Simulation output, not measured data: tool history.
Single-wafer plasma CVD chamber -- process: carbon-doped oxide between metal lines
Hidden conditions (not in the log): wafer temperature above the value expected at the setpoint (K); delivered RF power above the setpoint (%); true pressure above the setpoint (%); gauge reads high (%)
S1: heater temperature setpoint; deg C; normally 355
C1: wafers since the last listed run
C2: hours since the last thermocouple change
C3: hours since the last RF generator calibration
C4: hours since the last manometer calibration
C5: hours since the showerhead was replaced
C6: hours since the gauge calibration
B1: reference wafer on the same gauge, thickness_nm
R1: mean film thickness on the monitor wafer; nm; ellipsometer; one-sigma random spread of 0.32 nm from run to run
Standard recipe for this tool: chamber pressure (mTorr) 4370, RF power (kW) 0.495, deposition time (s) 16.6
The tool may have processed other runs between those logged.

Run 1, day 0: usual settings; C1 0; C2 85.9; C3 279; C4 1490.7; C5 6984.6; C6 2459.5; B1 85.447. Result: R1 82.305 nm.
At day 2.379: capacitance manometer re-zeroed and calibrated.
Run 2, day 3.933: usual settings; C1 2441; C2 180.3; C3 373.4; C4 37.3; C5 7079; C6 2553.9; B1 85.501. Result: R1 84.199 nm.
Run 3, day 7.075: usual settings; C1 2131; C2 255.7; C3 448.8; C4 112.7; C5 7154.4; C6 2629.3; B1 85.472. Result: R1 83.966 nm.
Run 4, day 9.829: usual settings; C1 1868; C2 321.8; C3 514.9; C4 178.8; C5 7220.5; C6 2695.4; B1 85.488. Result: R1 82.881 nm.
Run 5, day 13.6: usual settings; C1 2557; C2 412.3; C3 605.4; C4 269.3; C5 7311; C6 2785.9; B1 85.484. Result: R1 82.89 nm.
Run 6, day 15.396: usual settings but RF power (kW) 0.46; C1 1218; C2 455.4; C3 648.5; C4 312.4; C5 7354.1; C6 2829; B1 85.496. Result: R1 79.548 nm.
Run 7, day 19.308: usual settings but RF power (kW) 0.4, deposition time (s) 14.8; C1 2653; C2 549.3; C3 742.4; C4 406.3; C5 7448; C6 2922.9; B1 85.475. Result: R1 64.979 nm.
Run 8, day 22.992: usual settings; C1 2498; C2 637.7; C3 830.8; C4 494.7; C5 7536.4; C6 3011.3; B1 85.47. Result: R1 82.938 nm.
Run 9, day 25.938: usual settings; C1 1998; C2 708.4; C3 901.5; C4 565.4; C5 7607.1; C6 3082; B1 85.499. Result: R1 82.211 nm.
Run 10, day 29.808: usual settings but deposition time (s) 13.9; C1 2625; C2 801.3; C3 994.4; C4 658.3; C5 7700; C6 3174.9; B1 85.455. Result: R1 68.618 nm.
At day 30.788: RF generator calibrated.
Run 11, day 32.371: usual settings but RF power (kW) 0.47, deposition time (s) 13.7; C1 1512; C2 862.8; C3 38; C4 719.8; C5 7761.5; C6 3236.4; B1 85.516. Result: R1 66.705 nm.
Run 12, day 35.833: usual settings but S1 351 deg C, chamber pressure (mTorr) 5300; C1 2348; C2 945.9; C3 121.1; C4 802.9; C5 7844.6; C6 3319.5; B1 85.506. Result: R1 87.219 nm.
At day 36.379: gauge calibrated.
Run 13, day 37.604: usual settings but RF power (kW) 0.56; C1 1201; C2 988.4; C3 163.6; C4 845.4; C5 7887.1; C6 29.4; B1 85.55. Result: R1 88.78 nm.
Run 14, day 40.6: usual settings but S1 344 deg C, deposition time (s) 17.9; C1 2032; C2 1060.3; C3 235.5; C4 917.3; C5 7959; C6 101.3; B1 85.558. Result: R1 92.152 nm.
At day 41.754: thermocouple changed; heater temperature recalibrated.
Run 15, day 43.721: usual settings but chamber pressure (mTorr) 4980, RF power (kW) 0.555, deposition time (s) 14.5; C1 1890; C2 47.2; C3 310.4; C4 992.2; C5 8033.9; C6 176.2; B1 85.475. Result: R1 79.37 nm.
At day 53.496: showerhead replaced.
Run 16, day 54.667: usual settings; C1 7198; C2 309.9; C3 573.1; C4 1254.9; C5 28.1; C6 438.9; B1 85.499. Result: R1 82.319 nm.
At day 56.404: capacitance manometer re-zeroed and calibrated.
Run 17, day 58.771: usual settings but S1 364 deg C, chamber pressure (mTorr) 3720; C1 2557; C2 408.4; C3 671.6; C4 56.8; C5 126.6; C6 537.4; B1 85.508. Result: R1 79.174 nm.
Run 18, day 62.817: usual settings but RF power (kW) 0.45, deposition time (s) 19.5; C1 2744; C2 505.5; C3 768.7; C4 153.9; C5 223.7; C6 634.5; B1 85.539. Result: R1 92.715 nm.
Run 19, day 65.754: usual settings; C1 1992; C2 576; C3 839.2; C4 224.4; C5 294.2; C6 705; B1 85.49. Result: R1 82.815 nm.
Run 20, day 69.079: usual settings but S1 362 deg C, RF power (kW) 0.44, deposition time (s) 18; C1 2255; C2 655.8; C3 919; C4 304.2; C5 374; C6 784.8; B1 85.543. Result: R1 82.372 nm.
Run 21, day 71.233: usual settings but chamber pressure (mTorr) 3500, RF power (kW) 0.43, deposition time (s) 19.3; C1 1461; C2 707.5; C3 970.7; C4 355.9; C5 425.7; C6 836.5; B1 85.505. Result: R1 85.306 nm.
Run 22, day 74.383: usual settings but chamber pressure (mTorr) 5060, RF power (kW) 0.4, deposition time (s) 19.3; C1 2136; C2 783.1; C3 1046.3; C4 431.5; C5 501.3; C6 912.1; B1 85.49. Result: R1 86.354 nm.
At day 74.817: RF generator calibrated.
Run 23, day 77.383: usual settings; C1 1808; C2 855.1; C3 61.6; C4 503.5; C5 573.3; C6 984.1; B1 85.497. Result: R1 84.466 nm.
Run 24, day 81.846: usual settings but chamber pressure (mTorr) 5070, RF power (kW) 0.55; C1 3027; C2 962.2; C3 168.7; C4 610.6; C5 680.4; C6 1091.2; B1 85.508. Result: R1 90.413 nm.
Run 25, day 83.696: usual settings but chamber pressure (mTorr) 3360, deposition time (s) 17.7; C1 1254; C2 1006.6; C3 213.1; C4 655; C5 724.8; C6 1135.6; B1 85.451. Result: R1 84.733 nm.
Run 26, day 88.033: usual settings but chamber pressure (mTorr) 3320, RF power (kW) 0.525, deposition time (s) 19; C1 2942; C2 1110.7; C3 317.2; C4 759.1; C5 828.9; C6 1239.7; B1 85.523. Result: R1 93.978 nm.
Run 27, day 90.5: usual settings but chamber pressure (mTorr) 5420; C1 1673; C2 1169.9; C3 376.4; C4 818.3; C5 888.1; C6 1298.9; B1 85.563. Result: R1 86.059 nm.
Run 28, day 93.029: usual settings but S1 366 deg C, chamber pressure (mTorr) 5090; C1 1715; C2 1230.6; C3 437.1; C4 879; C5 948.8; C6 1359.6; B1 85.556. Result: R1 82.755 nm.

What the log doesn't show, run by run:
wafer temperature above the value expected at the setpoint (K): 0 on each run
gauge reads high (%): 0 on each run
H1: delivered RF power above the setpoint (%)
H2: true pressure above the setpoint (%)
run      H1     H2
  1   -2.27   -7.8
  2   -2.69  -1.16
  3   -2.96  -2.27
  4   -3.16  -3.12
  5   -3.39  -4.11
  6   -3.47  -4.52
  7   -3.64   -5.3
  8   -3.76   -5.9
  9   -3.84  -6.32
 10   -3.93  -6.77
 11  -0.568  -7.03
 12   -1.26  -7.33
 13   -1.56  -7.47
 14      -2  -7.67
 15   -2.38  -7.86
 16   -3.27  -8.31
 17   -3.48  0.217
 18   -3.64  -1.14
 19   -3.73  -1.96
 20   -3.82  -2.77
 21   -3.87  -3.22
 22   -3.93   -3.8
 23   -1.04  -4.28
 24   -1.86  -4.87
 25   -2.14  -5.08
 26   -2.68   -5.5
 27   -2.93  -5.71
 28   -3.15  -5.89
